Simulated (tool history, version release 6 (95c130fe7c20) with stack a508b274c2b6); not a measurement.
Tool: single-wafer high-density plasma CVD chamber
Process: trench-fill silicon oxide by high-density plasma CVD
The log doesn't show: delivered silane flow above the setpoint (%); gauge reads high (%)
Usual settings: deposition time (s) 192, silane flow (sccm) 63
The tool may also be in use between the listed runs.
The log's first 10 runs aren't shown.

run	hour	deposition time (s)	silane flow (sccm)	wafers since the last listed run	hours since the silane flow controller was replaced	hours since the gauge calibration	read-back reference wafer on the same gauge, thickness_nm	mean film thickness on the monitor wafer (nm)
11	597.8	192	63	461	4228.4	253.5	1039.462	1209.965
12	634.1	192	63	292	4264.7	289.8	1039.791	1207.024
13	682.3	192	63	388	4312.9	338	1039.959	1201.124
14	709	192	63	215	4339.6	364.7	1039.412	1203.809
15	768.8	192	63	482	4399.4	424.5	1039.352	1204.824
16	840.1	192	63	575	4470.7	495.8	1039.718	1201.954
17	879.2	192	63	315	4509.8	534.9	1039.831	1203.402
18	911.5	192	69	260	4542.1	567.2	1040.968	1300.419
19	963	209	75	415	4593.6	618.7	1038.88	1527.509
20	992	192	63	233	4622.6	647.7	1040.35	1192.145
21	1029.2	192	63	300	4659.8	684.9	1041.055	1202.528
22	1081.3	181	51	420	4711.9	737	1039.994	931.316
23	1133.1	178	54	417	4763.7	788.8	1039.935	958.094
24	1191.9	157	56	474	4822.5	847.6	1039.544	874.468
25	1234.2	192	63	341	4864.8	889.9	1040.033	1187.619
# hour 1256.7: silane flow controller replaced
26	1296.5	218	51	437	39.8	952.2	1039.719	1179.798
27	1343.8	192	63	381	87.1	999.5	1039.576	1257.108
# hour 1377.6: gauge calibrated
28	1390.2	225	57	374	133.5	12.6	1038.446	1341.554
29	1445.9	224	54	449	189.2	68.3	1040.232	1270.789
30	1474.4	192	52	229	217.7	96.8	1040.708	1055.993
31	1543.1	170	51	554	286.4	165.5	1040.954	919.349
32	1591.5	177	67	390	334.8	213.9	1039.389	1227.149
33	1644.3	181	55	425	387.6	266.7	1040.075	1042.827
34	1696.5	192	63	421	439.8	318.9	1040.244	1254.778
35	1748.7	204	56	421	492	371.1	1040.113	1198.185

Forecast run 36:
36	1788.3	192	63	319	531.6	410.7	?	?

Run 36 gave read-back reference wafer on the same gauge, thickness_nm 1040.792, mean film thickness on the monitor wafer (nm) 1253.111.
Without the tool's hidden state the same run would have given mean film thickness on the monitor wafer (nm) 1253.724.
